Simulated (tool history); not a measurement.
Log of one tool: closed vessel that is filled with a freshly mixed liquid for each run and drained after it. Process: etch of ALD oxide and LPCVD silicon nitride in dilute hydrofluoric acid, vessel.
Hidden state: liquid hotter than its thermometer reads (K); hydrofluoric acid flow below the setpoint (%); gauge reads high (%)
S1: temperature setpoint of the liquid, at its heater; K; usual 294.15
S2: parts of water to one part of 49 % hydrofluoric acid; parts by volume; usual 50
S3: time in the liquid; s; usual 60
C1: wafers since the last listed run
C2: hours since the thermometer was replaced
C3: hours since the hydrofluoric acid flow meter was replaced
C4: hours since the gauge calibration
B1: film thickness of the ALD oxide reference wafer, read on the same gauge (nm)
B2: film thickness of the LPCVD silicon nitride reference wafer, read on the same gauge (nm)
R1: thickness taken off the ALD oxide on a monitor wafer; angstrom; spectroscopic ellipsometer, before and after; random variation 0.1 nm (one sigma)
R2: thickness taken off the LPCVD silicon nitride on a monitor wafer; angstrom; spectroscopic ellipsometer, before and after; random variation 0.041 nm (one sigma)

run,hour,S1,S2,S3,C1,C2,C3,C4,B1,B2,R1,R2
1,0.0,294.15,50,60,0,1813.7,192.9,1462.2,139.97,79.987,118.0,5.95
# hour 20.3: thermometer replaced
2,55.1,294.15,50,60,6624,34.8,248.0,1517.3,140.00,79.972,110.2,5.02
3,79.4,294.15,50,60,2975,59.1,272.3,1541.6,139.99,79.960,111.7,5.22
4,110.5,297.65,50,60,3808,90.2,303.4,1572.7,140.03,80.033,129.1,6.55
5,172.6,290.65,65,60,7603,152.3,365.5,1634.8,140.02,79.968,72.5,3.26
6,198.3,294.15,50,60,3146,178.0,391.2,1660.5,140.01,80.012,111.7,6.35
7,242.7,290.15,50,60,5436,222.4,435.6,1704.9,140.00,79.947,92.8,4.43
8,273.3,290.15,35,45,3746,253.0,466.2,1735.5,139.94,80.016,101.1,3.80
9,341.0,291.65,60,60,8289,320.7,533.9,1803.2,140.02,80.009,81.3,3.84
10,395.1,290.15,40,30,6624,374.8,588.0,1857.3,140.00,79.985,58.8,2.61
11,432.9,294.15,50,60,4628,412.6,625.8,1895.1,139.99,80.016,110.4,5.54
12,460.7,294.15,70,90,3403,440.4,653.6,1922.9,140.01,80.039,115.6,6.25
13,495.2,294.15,45,60,4224,474.9,688.1,1957.4,140.05,79.989,121.6,6.07
14,557.2,294.15,50,60,7591,536.9,750.1,2019.4,139.94,80.027,109.7,6.45
15,604.7,294.15,40,60,5816,584.4,797.6,2066.9,140.01,79.992,139.4,6.71
16,654.4,290.15,70,60,6085,634.1,847.3,2116.6,140.02,80.015,64.9,3.21
# hour 689.7: gauge calibrated
17,701.3,297.65,50,75,5742,681.0,894.2,11.6,140.01,79.953,158.0,8.52
18,766.0,290.15,35,60,7922,745.7,958.9,76.3,140.03,79.998,134.1,5.60
# hour 783.1: hydrofluoric acid flow meter replaced
19,813.0,298.15,30,85,5632,792.7,29.9,123.3,139.98,80.023,337.2,19.17
20,837.5,298.65,60,95,2999,817.2,54.4,147.8,140.00,80.000,182.8,10.33
21,866.8,294.15,50,60,3587,846.5,83.7,177.1,140.02,79.984,116.0,6.32
22,935.4,290.65,70,60,8399,915.1,152.3,245.7,139.99,79.985,68.9,3.74
23,960.0,294.15,50,30,3012,939.7,176.9,270.3,140.02,79.939,57.3,3.23
24,999.1,296.15,30,90,4787,978.8,216.0,309.4,140.00,79.977,329.7,16.30
25,1199.9,291.15,50,60,24587,1179.6,416.8,510.2,139.98,80.047,102.7,5.05
26,1238.3,292.65,75,85,4701,1218.0,455.2,548.6,139.99,80.030,98.7,5.46
27,1301.4,291.65,60,60,7726,1281.1,518.3,611.7,139.97,79.971,84.3,4.36

Forecast each of these 3 alternatives for the next run:
A,1302.1,296.15,50,60,85,1281.8,519.0,612.4,?,?,?,?
B,1302.1,294.15,50,85,85,1281.8,519.0,612.4,?,?,?,?
C,1302.1,292.15,30,35,85,1281.8,519.0,612.4,?,?,?,?

run,B1,B2,R1,R2
A,140.01,80.014,124.8,6.54
B,140.01,80.014,162.7,8.09
C,140.01,80.014,105.3,4.76
Without the tool's hidden state the same runs would have given:
run,R1,R2
A,122.0,6.16
B,158.9,7.61
C,102.6,4.47
